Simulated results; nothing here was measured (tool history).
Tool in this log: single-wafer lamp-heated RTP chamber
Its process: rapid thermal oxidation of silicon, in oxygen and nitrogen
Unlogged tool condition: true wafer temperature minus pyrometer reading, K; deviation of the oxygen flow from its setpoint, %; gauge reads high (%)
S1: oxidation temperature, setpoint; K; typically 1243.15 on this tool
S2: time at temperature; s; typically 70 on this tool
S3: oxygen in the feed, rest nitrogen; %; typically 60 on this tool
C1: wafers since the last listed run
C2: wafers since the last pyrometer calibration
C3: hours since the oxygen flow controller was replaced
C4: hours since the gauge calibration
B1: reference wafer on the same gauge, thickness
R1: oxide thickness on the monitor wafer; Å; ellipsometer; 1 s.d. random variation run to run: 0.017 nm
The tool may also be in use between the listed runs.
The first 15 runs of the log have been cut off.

Run 16, day 54.304: usual settings; C1 527; C2 4247; C3 1522.4; C4 2148.2; B1 3.682. Result: R1 45.69 Å.
Run 17, day 56.046: usual settings; C1 427; C2 4675; C3 1564.2; C4 2190.0; B1 3.679. Result: R1 45.84 Å.
Run 18, day 59.662: usual settings; C1 888; C2 5564; C3 1651.0; C4 2276.8; B1 3.676. Result: R1 46.14 Å.
At day 62.942: pyrometer window cleaned and pyrometer calibrated.
At day 64.879: gauge calibrated.
Run 19, day 69.579: usual settings but S1 1221.15 K, S2 36 s; C1 2354; C2 1630; C3 1889.0; C4 112.8; B1 3.679. Result: R1 31.79 Å.
Run 20, day 73.338: usual settings but S1 1273.15 K, S2 86 s, S3 48 %; C1 923; C2 2554; C3 1979.2; C4 203.0; B1 3.680. Result: R1 57.23 Å.
Run 21, day 74.888: usual settings but S2 84 s; C1 380; C2 2935; C3 2016.4; C4 240.2; B1 3.681. Result: R1 49.67 Å.
Run 22, day 78.233: usual settings but S1 1265.15 K, S2 56 s, S3 78 %; C1 822; C2 3757; C3 2096.7; C4 320.5; B1 3.678. Result: R1 53.32 Å.
At day 84.333: oxygen flow controller replaced.
Run 23, day 87.071: usual settings but S1 1215.15 K; C1 2089; C2 5846; C3 65.7; C4 532.6; B1 3.679. Result: R1 38.01 Å.
At day 87.788: pyrometer window cleaned and pyrometer calibrated.
Run 24, day 99.088: usual settings but S3 43 %; C1 2870; C2 2776; C3 354.1; C4 821.0; B1 3.680. Result: R1 41.65 Å.
Run 25, day 101.988: usual settings; C1 712; C2 3489; C3 423.7; C4 890.6; B1 3.679. Result: R1 45.60 Å.
Run 26, day 105.779: usual settings but S1 1271.15 K, S2 42 s; C1 931; C2 4420; C3 514.7; C4 981.6; B1 3.679. Result: R1 45.06 Å.
Run 27, day 107.388: usual settings but S1 1235.15 K, S3 42 %; C1 395; C2 4816; C3 553.3; C4 1020.2; B1 3.682. Result: R1 39.12 Å.
Run 28, day 110.433: usual settings but S1 1273.15 K, S2 86 s, S3 48 %; C1 748; C2 5564; C3 626.4; C4 1093.3; B1 3.681. Result: R1 57.31 Å.
Run 29, day 111.979: usual settings but S1 1254.15 K, S3 38 %; C1 379; C2 5944; C3 663.5; C4 1130.4; B1 3.685. Result: R1 43.02 Å.
Run 30, day 116.200: usual settings but S2 44 s, S3 74 %; C1 1037; C2 6981; C3 764.8; C4 1231.7; B1 3.677. Result: R1 40.70 Å.
At day 118.483: pyrometer window cleaned and pyrometer calibrated.
Run 31, day 119.592: usual settings; C1 751; C2 272; C3 846.2; C4 1313.1; B1 3.679. Result: R1 45.88 Å.
Run 32, day 122.275: usual settings but S1 1225.15 K, S2 94 s, S3 32 %; C1 659; C2 932; C3 910.6; C4 1377.5; B1 3.681. Result: R1 38.31 Å.
Run 33, day 125.262: usual settings but S1 1222.15 K, S2 102 s, S3 52 %; C1 734; C2 1666; C3 982.3; C4 1449.2; B1 3.678. Result: R1 44.39 Å.
Run 34, day 129.088: usual settings but S1 1258.15 K, S3 47 %; C1 939; C2 2605; C3 1074.1; C4 1541.0; B1 3.682. Result: R1 46.83 Å.
Run 35, day 130.875: usual settings but S2 94 s; C1 439; C2 3045; C3 1117.0; C4 1583.9; B1 3.679. Result: R1 51.67 Å.
Run 36, day 133.117: usual settings; C1 550; C2 3595; C3 1170.8; C4 1637.7; B1 3.677. Result: R1 45.99 Å.

Branching from run 36: 4 alternative next runs. What would each branch give?
Run A, day 133.133: usual settings; C1 4; C2 3600; C3 1171.2; C4 1638.1; B1 ?. Result: R1 ?.
Run B, day 133.133: usual settings but S1 1220.15 K, S2 46 s; C1 4; C2 3600; C3 1171.2; C4 1638.1; B1 ?. Result: R1 ?.
Run C, day 133.133: usual settings but S1 1262.15 K, S2 90 s; C1 4; C2 3600; C3 1171.2; C4 1638.1; B1 ?. Result: R1 ?.
Run D, day 133.133: usual settings but S2 44 s; C1 4; C2 3600; C3 1171.2; C4 1638.1; B1 ?. Result: R1 ?.

run     B1     R1
  A  3.677  45.87
  B  3.677  33.95
  C  3.677  58.45
  D  3.677  38.29
The same runs, with their run-to-run variation unchanged, on a tool lacking any hidden condition would have given:
run     R1
  A  45.87
  B  33.95
  C  58.45
  D  38.29
